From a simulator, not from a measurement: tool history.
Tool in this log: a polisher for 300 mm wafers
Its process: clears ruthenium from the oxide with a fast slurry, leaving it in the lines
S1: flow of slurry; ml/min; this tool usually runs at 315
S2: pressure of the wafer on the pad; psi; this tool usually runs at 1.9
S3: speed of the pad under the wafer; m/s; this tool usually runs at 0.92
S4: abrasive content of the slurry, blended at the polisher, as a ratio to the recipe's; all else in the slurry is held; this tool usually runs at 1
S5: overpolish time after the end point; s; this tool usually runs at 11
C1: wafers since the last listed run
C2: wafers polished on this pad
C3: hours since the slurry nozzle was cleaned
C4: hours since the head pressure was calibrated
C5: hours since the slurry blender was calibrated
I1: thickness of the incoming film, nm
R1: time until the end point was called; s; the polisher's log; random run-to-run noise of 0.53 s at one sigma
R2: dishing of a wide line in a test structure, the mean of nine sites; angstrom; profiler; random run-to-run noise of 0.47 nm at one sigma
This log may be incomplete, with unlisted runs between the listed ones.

run   hour   S1   S2    S3    S4  S5   C1   C2     C3      C4     C5     I1     R1   R2
  1      0  315  1.9  0.92     1   8    0  167  167.5   832.4  179.1  120.9   56.8  145
  2   34.8  340  1.9  0.92     1  11  267  435  202.3   867.2  213.9  119.7   55.4  195
  3   63.8  340  1.9  0.92     1  11  222  658  231.3   896.2  242.9  119.3   56.6  206
  4     86  315  1.9  0.92     1  11  170  828  253.5   918.4  265.1  120.1   57.6  193
  5  105.2  315  1.9  0.92     1  11  147  976  272.7   937.6  284.3  118.3   57.1  191
     117.6  -- worn pad replaced by a new one
     120.5  -- slurry nozzle cleaned
  6    140  315  1.9  0.92     1  11  229  164   19.5   972.4  319.1  117.7   58.2  195
  7  153.6  315  1.9  0.84     1   8  104  269   33.1     986  332.7  121.3   65.6  132
     162.5  -- slurry blender recalibrated
  8  171.1  315  1.9     1   1.1  11  119  388   50.6  1003.5    8.6  121.7     47  240
  9  192.8  315  1.7   1.2  1.15   6  166  555   72.3  1025.2   30.3  119.8   43.9  140
 10  217.1  375  1.3  0.76   1.1  11  186  741   96.6  1049.5   54.6  120.1   91.8  124
     247.6  -- worn pad replaced by a new one
     248.6  -- head pressure recalibrated
 11  249.1  315  1.9  0.92     1  11  208    4  128.6     0.5   86.6  118.1   54.5  205
 12  262.6  240  1.5  0.64   0.8  11  103  107  142.1      14  100.1  120.6  114.8  106
 13  287.9  315  1.9  0.92   1.2  11  194  302  167.4    39.3  125.4  120.6   52.1  217
 14  315.8  315  1.9  0.92     1  11  214  516  195.3    67.2  153.3  120.1   56.6  197

Alternative continuations, all from the tool just after run 14; predict every row:
  A  316.2  315  1.9  0.92     1  11   3  519  195.7  67.6  153.7  119   ?   ?
  B  316.2  265  1.3  0.92     1   6   3  519  195.7  67.6  153.7  119   ?   ?
  C  316.2  315  2.3  1.04     1  11   3  519  195.7  67.6  153.7  119   ?   ?
  D  316.2  315  1.9  0.92  1.15   6   3  519  195.7  67.6  153.7  119   ?   ?

run    R1   R2
  A  55.1  205
  B    82   78
  C  40.3  274
  D  52.1  121
Had the tool no hidden state, the same runs would have come out as:
run    R1   R2
  A  52.2  215
  B  77.6   82
  C  38.1  288
  D  49.5  127
